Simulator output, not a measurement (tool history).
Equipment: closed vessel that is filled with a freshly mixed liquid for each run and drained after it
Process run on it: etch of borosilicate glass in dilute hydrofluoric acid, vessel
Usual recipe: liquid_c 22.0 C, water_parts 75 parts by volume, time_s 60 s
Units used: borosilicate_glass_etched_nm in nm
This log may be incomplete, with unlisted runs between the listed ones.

| run | hour | liquid_c | water_parts | time_s | read-back film thickness of the borosilicate glass reference wafer, read on the same gauge (nm) | borosilicate_glass_etched_nm |
|---|---|---|---|---|---|---|
| 1 | 0.0 | 22.0 | 75 | 45 | 99.99 | 16.74 |
| 2 | 6.5 | 22.0 | 75 | 45 | 99.98 | 16.67 |
|  | 12.1 | gauge calibrated |
| 3 | 13.4 | 22.0 | 75 | 45 | 99.96 | 16.58 |
| 4 | 20.8 | 22.0 | 100 | 60 | 99.93 | 16.15 |
| 5 | 45.8 | 22.0 | 100 | 60 | 100.00 | 16.10 |
| 6 | 57.4 | 22.0 | 75 | 60 | 99.99 | 22.06 |
| 7 | 68.3 | 24.5 | 75 | 60 | 99.98 | 24.44 |
| 8 | 81.4 | 24.5 | 75 | 60 | 100.01 | 24.23 |
| 9 | 98.3 | 24.0 | 75 | 60 | 100.00 | 23.87 |
| 10 | 113.7 | 24.0 | 75 | 60 | 100.00 | 23.75 |
| 11 | 131.5 | 24.0 | 75 | 60 | 99.96 | 23.73 |
| 12 | 142.8 | 22.0 | 75 | 40 | 100.00 | 14.60 |
|  | 148.0 | thermometer replaced |
| 13 | 151.4 | 19.5 | 75 | 85 | 100.04 | 28.21 |
| 14 | 167.8 | 19.5 | 75 | 85 | 99.99 | 27.93 |
| 15 | 178.9 | 25.5 | 105 | 35 | 100.00 | 10.04 |
| 16 | 185.5 | 22.0 | 75 | 60 | 99.97 | 21.76 |
| 17 | 197.9 | 22.0 | 75 | 60 | 99.99 | 21.80 |
| 18 | 205.6 | 22.0 | 115 | 80 | 100.00 | 18.03 |
| 19 | 212.2 | 19.5 | 75 | 85 | 99.99 | 27.82 |
| 20 | 227.7 | 26.0 | 75 | 35 | 99.99 | 14.91 |
| 21 | 235.1 | 25.0 | 60 | 35 | 100.02 | 18.19 |
|  | 236.9 | gauge calibrated |
| 22 | 242.9 | 18.0 | 100 | 70 | 100.05 | 15.55 |
|  | 247.2 | hydrofluoric acid flow meter replaced |
| 23 | 249.5 | 24.0 | 60 | 35 | 99.99 | 19.67 |
| 24 | 264.2 | 19.0 | 75 | 60 | 99.93 | 21.26 |
| 25 | 273.0 | 27.0 | 105 | 60 | 100.04 | 20.34 |
| 26 | 279.8 | 22.0 | 75 | 60 | 99.96 | 24.30 |
| 27 | 293.0 | 18.0 | 100 | 70 | 100.05 | 17.51 |
| 28 | 308.8 | 23.5 | 95 | 45 | 99.98 | 14.74 |
| 29 | 324.6 | 24.5 | 115 | 90 | 99.97 | 25.03 |

Branching from run 29: 4 alternative next runs. What would each branch give?
| A | 325.3 | 22.0 | 75 | 60 | ? | ? |
| B | 325.3 | 24.0 | 75 | 70 | ? | ? |
| C | 325.3 | 22.0 | 75 | 90 | ? | ? |
| D | 325.3 | 18.0 | 100 | 90 | ? | ? |

| run | read-back film thickness of the borosilicate glass reference wafer, read on the same gauge (nm) | borosilicate_glass_etched_nm |
|---|---|---|
| A | 100.01 | 24.15 |
| B | 100.01 | 30.56 |
| C | 100.01 | 36.22 |
| D | 100.01 | 22.37 |
Stripped of hidden state, with their random variation kept, the same runs would have yielded:
| run | borosilicate_glass_etched_nm |
|---|---|
| A | 24.39 |
| B | 30.87 |
| C | 36.58 |
| D | 22.60 |

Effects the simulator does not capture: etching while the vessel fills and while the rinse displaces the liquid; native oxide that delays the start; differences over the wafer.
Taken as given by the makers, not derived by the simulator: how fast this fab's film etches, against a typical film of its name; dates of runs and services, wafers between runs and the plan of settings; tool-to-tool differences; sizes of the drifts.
